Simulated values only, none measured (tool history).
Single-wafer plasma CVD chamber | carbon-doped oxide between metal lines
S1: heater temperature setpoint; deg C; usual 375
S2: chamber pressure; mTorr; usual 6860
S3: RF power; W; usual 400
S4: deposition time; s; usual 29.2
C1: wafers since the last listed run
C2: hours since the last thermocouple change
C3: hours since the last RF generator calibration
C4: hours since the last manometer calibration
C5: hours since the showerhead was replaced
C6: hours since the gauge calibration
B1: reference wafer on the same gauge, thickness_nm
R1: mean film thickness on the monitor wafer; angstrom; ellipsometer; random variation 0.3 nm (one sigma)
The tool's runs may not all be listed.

run	hour	S1	S2	S3	S4	C1	C2	C3	C4	C5	C6	B1	R1
1	0.0	375	6860	400	29.2	0	1095.1	1424.3	1729.3	54.3	234.5	129.057	1155.82
2	21.5	375	6860	400	29.2	403	1116.6	1445.8	1750.8	75.8	256.0	129.090	1157.35
3	52.2	375	6860	435	29.2	576	1147.3	1476.5	1781.5	106.5	286.7	128.890	1206.84
4	78.3	375	6860	400	29.2	490	1173.4	1502.6	1807.6	132.6	312.8	128.952	1162.84
# hour 110.4: thermocouple changed; heater temperature recalibrated
5	110.9	369	6860	440	24.3	461	0.5	1535.2	1840.2	165.2	345.4	129.020	1025.09
# hour 137.0: capacitance manometer re-zeroed and calibrated
6	137.5	363	6860	400	29.2	349	27.1	1561.8	0.5	191.8	372.0	129.096	1188.76
7	166.0	375	6860	400	29.2	535	55.6	1590.3	29.0	220.3	400.5	129.034	1159.92
8	200.9	366	6860	360	31.4	655	90.5	1625.2	63.9	255.2	435.4	129.116	1206.60
9	217.3	380	6130	455	27.4	307	106.9	1641.6	80.3	271.6	451.8	129.031	1135.02
10	249.4	375	8450	400	29.2	602	139.0	1673.7	112.4	303.7	483.9	129.087	1182.21
11	268.1	375	6860	400	29.2	351	157.7	1692.4	131.1	322.4	502.6	128.859	1161.45
12	297.5	375	8260	480	30.7	552	187.1	1721.8	160.5	351.8	532.0	128.954	1361.12
13	321.7	375	6860	400	29.2	454	211.3	1746.0	184.7	376.0	556.2	128.939	1163.79
14	338.2	375	7930	400	33.1	309	227.8	1762.5	201.2	392.5	572.7	129.055	1323.79
# hour 362.9: RF generator calibrated
15	363.4	375	6860	400	29.2	322	253.0	0.5	226.4	417.7	597.9	129.034	1183.91
16	386.4	390	5440	440	29.2	431	276.0	23.5	249.4	440.7	620.9	129.003	1158.09
17	407.1	375	5370	400	29.2	388	296.7	44.2	270.1	461.4	641.6	129.069	1131.17
18	426.5	375	6860	400	29.2	364	316.1	63.6	289.5	480.8	661.0	128.897	1185.64
19	438.9	375	7460	400	29.2	232	328.5	76.0	301.9	493.2	673.4	129.084	1193.05
# hour 444.5: gauge calibrated
20	470.6	388	5380	435	34.8	595	360.2	107.7	333.6	524.9	26.1	129.063	1365.01
21	482.7	375	6860	400	29.2	227	372.3	119.8	345.7	537.0	38.2	129.037	1183.09
22	517.5	388	5380	435	34.8	653	407.1	154.6	380.5	571.8	73.0	129.048	1363.94
23	533.2	375	6860	400	29.2	294	422.8	170.3	396.2	587.5	88.7	128.887	1181.57
24	551.5	390	7460	400	23.8	343	441.1	188.6	414.5	605.8	107.0	129.111	944.57
25	620.8	375	8110	325	31.3	1301	510.4	257.9	483.8	675.1	176.3	128.899	1152.95
26	650.7	364	6860	400	29.2	561	540.3	287.8	513.7	705.0	206.2	128.888	1206.56
27	683.7	379	6860	465	29.2	619	573.3	320.8	546.7	738.0	239.2	128.907	1254.32

5 ways to go on from here, each from the tool as it stands after run 27. What would each give?
A	684.1	375	6860	425	29.2	7	573.7	321.2	547.1	738.4	239.6	?	?
B	684.1	375	6860	455	29.2	7	573.7	321.2	547.1	738.4	239.6	?	?
C	684.1	375	6860	365	31.0	7	573.7	321.2	547.1	738.4	239.6	?	?
D	684.1	363	7660	325	29.2	7	573.7	321.2	547.1	738.4	239.6	?	?
E	684.1	375	5620	350	29.2	7	573.7	321.2	547.1	738.4	239.6	?	?

run	B1	R1
A	128.989	1208.76
B	128.989	1251.94
C	128.989	1187.39
D	128.989	1096.38
E	128.989	1055.54
Without the tool's hidden state the same runs would have given:
run	R1
A	1225.74
B	1269.52
C	1204.73
D	1112.40
E	1070.95
